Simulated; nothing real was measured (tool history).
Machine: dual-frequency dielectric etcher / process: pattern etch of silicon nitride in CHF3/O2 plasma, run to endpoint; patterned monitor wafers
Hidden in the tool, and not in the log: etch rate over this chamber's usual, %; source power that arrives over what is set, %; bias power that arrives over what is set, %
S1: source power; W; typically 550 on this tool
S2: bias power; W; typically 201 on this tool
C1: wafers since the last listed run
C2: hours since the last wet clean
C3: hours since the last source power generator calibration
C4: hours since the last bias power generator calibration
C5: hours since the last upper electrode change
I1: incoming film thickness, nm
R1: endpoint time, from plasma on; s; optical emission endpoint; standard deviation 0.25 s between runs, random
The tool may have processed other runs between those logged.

Run 1, hour 0: usual settings but S1 660 W; C1 0; C2 330; C3 4654.4; C4 4759.7; C5 5551.1; I1 56.7. Result: R1 39 s.
Run 2, hour 16.4: usual settings; C1 166; C2 346.4; C3 4670.8; C4 4776.1; C5 5567.5; I1 56.2. Result: R1 39.9 s.
Run 3, hour 33.8: usual settings; C1 176; C2 363.8; C3 4688.2; C4 4793.5; C5 5584.9; I1 56.1. Result: R1 40.3 s.
Run 4, hour 46: usual settings; C1 123; C2 376; C3 4700.4; C4 4805.7; C5 5597.1; I1 56.9. Result: R1 41.2 s.
Run 5, hour 60.4: usual settings but S1 620 W, S2 180 W; C1 145; C2 390.4; C3 4714.8; C4 4820.1; C5 5611.5; I1 56. Result: R1 41.8 s.
Run 6, hour 76.3: usual settings but S1 620 W, S2 180 W; C1 160; C2 406.3; C3 4730.7; C4 4836; C5 5627.4; I1 56. Result: R1 42.2 s.
At hour 104.5: source power generator calibrated.
At hour 104.8: wet clean of the chamber.
Run 7, hour 105.3: usual settings; C1 249; C2 0.5; C3 0.8; C4 4865; C5 5656.4; I1 56.1. Result: R1 38.4 s.
Run 8, hour 123.7: usual settings but S1 610 W, S2 185 W; C1 186; C2 18.9; C3 19.2; C4 4883.4; C5 5674.8; I1 56. Result: R1 38.6 s.
Run 9, hour 138.3: usual settings; C1 147; C2 33.5; C3 33.8; C4 4898; C5 5689.4; I1 56.7. Result: R1 38.5 s.
Run 10, hour 153.5: usual settings but S1 600 W, S2 175 W; C1 153; C2 48.7; C3 49; C4 4913.2; C5 5704.6; I1 55.7. Result: R1 40 s.
Run 11, hour 170.6: usual settings; C1 173; C2 65.8; C3 66.1; C4 4930.3; C5 5721.7; I1 56.2. Result: R1 38.8 s.
Run 12, hour 185.1: usual settings but S1 480 W, S2 156 W; C1 146; C2 80.3; C3 80.6; C4 4944.8; C5 5736.2; I1 56.2. Result: R1 47 s.
At hour 216.4: bias power generator calibrated.
At hour 220.4: upper electrode replaced, of another model than before.
Run 13, hour 220.9: usual settings but S1 440 W, S2 169 W; C1 282; C2 116.1; C3 116.4; C4 4.5; C5 0.5; I1 57.2. Result: R1 46.2 s.

Run 14 comes next. What will it give?
Run 14, hour 230.9: usual settings; C1 101; C2 126.1; C3 126.4; C4 14.5; C5 10.5; I1 56.1. Result: R1 ?.

{"run 14": {"R1": 38.7}}
Take away the tool's hidden state, keep the run-to-run variation as it was, and the same run would have given R1 38.4 s.
